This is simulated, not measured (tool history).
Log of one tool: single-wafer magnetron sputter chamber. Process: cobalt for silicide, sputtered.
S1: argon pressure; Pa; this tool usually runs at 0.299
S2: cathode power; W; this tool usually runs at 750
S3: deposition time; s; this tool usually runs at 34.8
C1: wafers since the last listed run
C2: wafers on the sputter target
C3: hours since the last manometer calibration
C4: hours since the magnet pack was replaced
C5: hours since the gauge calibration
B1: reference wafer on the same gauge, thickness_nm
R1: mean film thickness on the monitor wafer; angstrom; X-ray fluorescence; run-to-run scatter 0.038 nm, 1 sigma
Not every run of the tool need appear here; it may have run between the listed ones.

Run 1, day 0: usual settings but S2 650 W; C1 0; C2 2096; C3 1248.7; C4 9662.7; C5 262.7; B1 17.499. Result: R1 126.25 angstrom.
At day 0.604: sputter target and shields replaced.
Run 2, day 0.625: usual settings but S2 650 W; C1 184; C2 14; C3 1263.7; C4 9677.7; C5 277.7; B1 17.492. Result: R1 127.65 angstrom.
Run 3, day 2.292: usual settings but S2 850 W; C1 1054; C2 1069; C3 1303.7; C4 9717.7; C5 317.7; B1 17.496. Result: R1 165.87 angstrom.
Run 4, day 2.804: usual settings but S2 850 W; C1 324; C2 1393; C3 1316; C4 9730; C5 330; B1 17.489. Result: R1 164.76 angstrom.
Run 5, day 3.288: usual settings but S2 850 W; C1 305; C2 1699; C3 1327.6; C4 9741.6; C5 341.6; B1 17.496. Result: R1 165.26 angstrom.
Run 6, day 3.608: usual settings; C1 203; C2 1902; C3 1335.3; C4 9749.3; C5 349.3; B1 17.515. Result: R1 145.24 angstrom.
Run 7, day 4.125: usual settings but S3 37.8 s; C1 327; C2 2229; C3 1347.7; C4 9761.7; C5 361.7; B1 17.486. Result: R1 157.31 angstrom.
Run 8, day 4.617: usual settings but S3 37.8 s; C1 311; C2 2540; C3 1359.5; C4 9773.5; C5 373.5; B1 17.51. Result: R1 156.93 angstrom.
At day 5.492: sputter target and shields replaced.
Run 9, day 5.512: usual settings but S3 37.8 s; C1 356; C2 12; C3 1381; C4 9795; C5 395; B1 17.501. Result: R1 159.24 angstrom.
Run 10, day 5.804: usual settings but S1 0.242 Pa; C1 184; C2 197; C3 1388; C4 9802; C5 402; B1 17.497. Result: R1 151.08 angstrom.
Run 11, day 6.329: usual settings; C1 332; C2 529; C3 1400.6; C4 9814.6; C5 414.6; B1 17.509. Result: R1 146.3 angstrom.
Run 12, day 6.721: usual settings; C1 247; C2 777; C3 1410; C4 9824; C5 424; B1 17.502. Result: R1 145.62 angstrom.
Run 13, day 7.258: usual settings; C1 340; C2 1117; C3 1422.9; C4 9836.9; C5 436.9; B1 17.51. Result: R1 145.82 angstrom.
At day 7.912: capacitance manometer re-zeroed and calibrated.
Run 14, day 7.933: usual settings but S3 37.4 s; C1 216; C2 1333; C3 0.5; C4 9853.1; C5 453.1; B1 17.495. Result: R1 155.75 angstrom.
Run 15, day 8.3: usual settings but S3 37.4 s; C1 232; C2 1565; C3 9.3; C4 9861.9; C5 461.9; B1 17.475. Result: R1 155.56 angstrom.
At day 9.362: magnet pack replaced.
Run 16, day 9.383: usual settings but S2 650 W, S3 31.9 s; C1 474; C2 2040; C3 35.3; C4 0.5; C5 487.9; B1 17.497. Result: R1 114.59 angstrom.
At day 9.396: gauge calibrated.
Run 17, day 9.85: usual settings but S2 600 W, S3 32.4 s; C1 295; C2 2336; C3 46.5; C4 11.7; C5 10.9; B1 17.487. Result: R1 107.51 angstrom.
At day 10.646: sputter target and shields replaced.
Run 18, day 10.667: usual settings; C1 305; C2 12; C3 66.1; C4 31.3; C5 30.5; B1 17.512. Result: R1 146.37 angstrom.
Run 19, day 11.046: usual settings but S3 40.3 s; C1 240; C2 252; C3 75.2; C4 40.4; C5 39.6; B1 17.518. Result: R1 169.66 angstrom.
Run 20, day 11.779: usual settings but S1 0.187 Pa, S3 30.4 s; C1 464; C2 716; C3 92.8; C4 58; C5 57.2; B1 17.495. Result: R1 134.93 angstrom.
Run 21, day 12.888: usual settings but S1 0.258 Pa, S2 650 W, S3 32.4 s; C1 701; C2 1417; C3 119.4; C4 84.6; C5 83.8; B1 17.494. Result: R1 119.73 angstrom.
Run 22, day 13.267: usual settings but S3 36.6 s; C1 240; C2 1657; C3 128.5; C4 93.7; C5 92.9; B1 17.49. Result: R1 152.53 angstrom.
Run 23, day 13.621: usual settings but S3 37.6 s; C1 224; C2 1882; C3 137; C4 102.2; C5 101.4; B1 17.504. Result: R1 156.2 angstrom.
Run 24, day 14.117: usual settings; C1 313; C2 2195; C3 148.9; C4 114.1; C5 113.3; B1 17.508. Result: R1 144.87 angstrom.
Run 25, day 14.729: usual settings; C1 387; C2 2583; C3 163.6; C4 128.8; C5 128; B1 17.508. Result: R1 144.51 angstrom.
At day 15.304: sputter target and shields replaced.
Run 26, day 15.325: usual settings but S2 650 W, S3 38.2 s; C1 166; C2 13; C3 177.9; C4 143.1; C5 142.3; B1 17.504. Result: R1 140.34 angstrom.
Run 27, day 15.825: usual settings but S1 0.363 Pa, S2 900 W; C1 316; C2 329; C3 189.9; C4 155.1; C5 154.3; B1 17.486. Result: R1 170.54 angstrom.
Run 28, day 16.133: usual settings but S1 0.195 Pa, S3 38.5 s; C1 195; C2 525; C3 197.3; C4 162.5; C5 161.7; B1 17.5. Result: R1 170.67 angstrom.
Run 29, day 16.5: usual settings but S1 0.207 Pa, S3 28.4 s; C1 232; C2 757; C3 206.1; C4 171.3; C5 170.5; B1 17.5. Result: R1 124.47 angstrom.
Run 30, day 16.988: usual settings but S1 0.34 Pa, S2 550 W, S3 31.5 s; C1 308; C2 1065; C3 217.8; C4 183; C5 182.2; B1 17.49. Result: R1 95.16 angstrom.
Run 31, day 17.275: usual settings but S1 0.187 Pa, S2 850 W, S3 38.9 s; C1 181; C2 1247; C3 224.7; C4 189.9; C5 189.1; B1 17.523. Result: R1 194.8 angstrom.
Run 32, day 19.088: usual settings; C1 1147; C2 2395; C3 268.2; C4 233.4; C5 232.6; B1 17.505. Result: R1 144.72 angstrom.
At day 19.592: sputter target and shields replaced.
Run 33, day 19.612: usual settings but S1 0.257 Pa, S3 31.4 s; C1 121; C2 14; C3 280.8; C4 246; C5 245.2; B1 17.502. Result: R1 135.46 angstrom.
Run 34, day 19.8: usual settings but S1 0.195 Pa, S2 550 W, S3 37.8 s; C1 118; C2 133; C3 285.3; C4 250.5; C5 249.7; B1 17.504. Result: R1 124.13 angstrom.
Run 35, day 20.275: usual settings but S3 28.2 s; C1 300; C2 433; C3 296.7; C4 261.9; C5 261.1; B1 17.521. Result: R1 119.03 angstrom.
Run 36, day 20.692: usual settings but S1 0.345 Pa, S2 800 W; C1 263; C2 697; C3 306.7; C4 271.9; C5 271.1; B1 17.515. Result: R1 152.62 angstrom.

Below are 3 alternative next runs, each starting from the tool's condition after run 36. Predict each:
Run A, day 20.708: usual settings; C1 10; C2 708; C3 307.1; C4 272.3; C5 271.5; B1 ?. Result: R1 ?.
Run B, day 20.708: usual settings but S3 41.2 s; C1 10; C2 708; C3 307.1; C4 272.3; C5 271.5; B1 ?. Result: R1 ?.
Run C, day 20.708: usual settings but S1 0.339 Pa, S2 850 W, S3 37.3 s; C1 10; C2 708; C3 307.1; C4 272.3; C5 271.5; B1 ?. Result: R1 ?.

run      B1      R1
  A  17.496  146.49
  B  17.496  173.43
  C  17.496  174.53
With no hidden state in the tool, these same runs would have given:
run      R1
  A  147.44
  B  174.56
  C  175.67
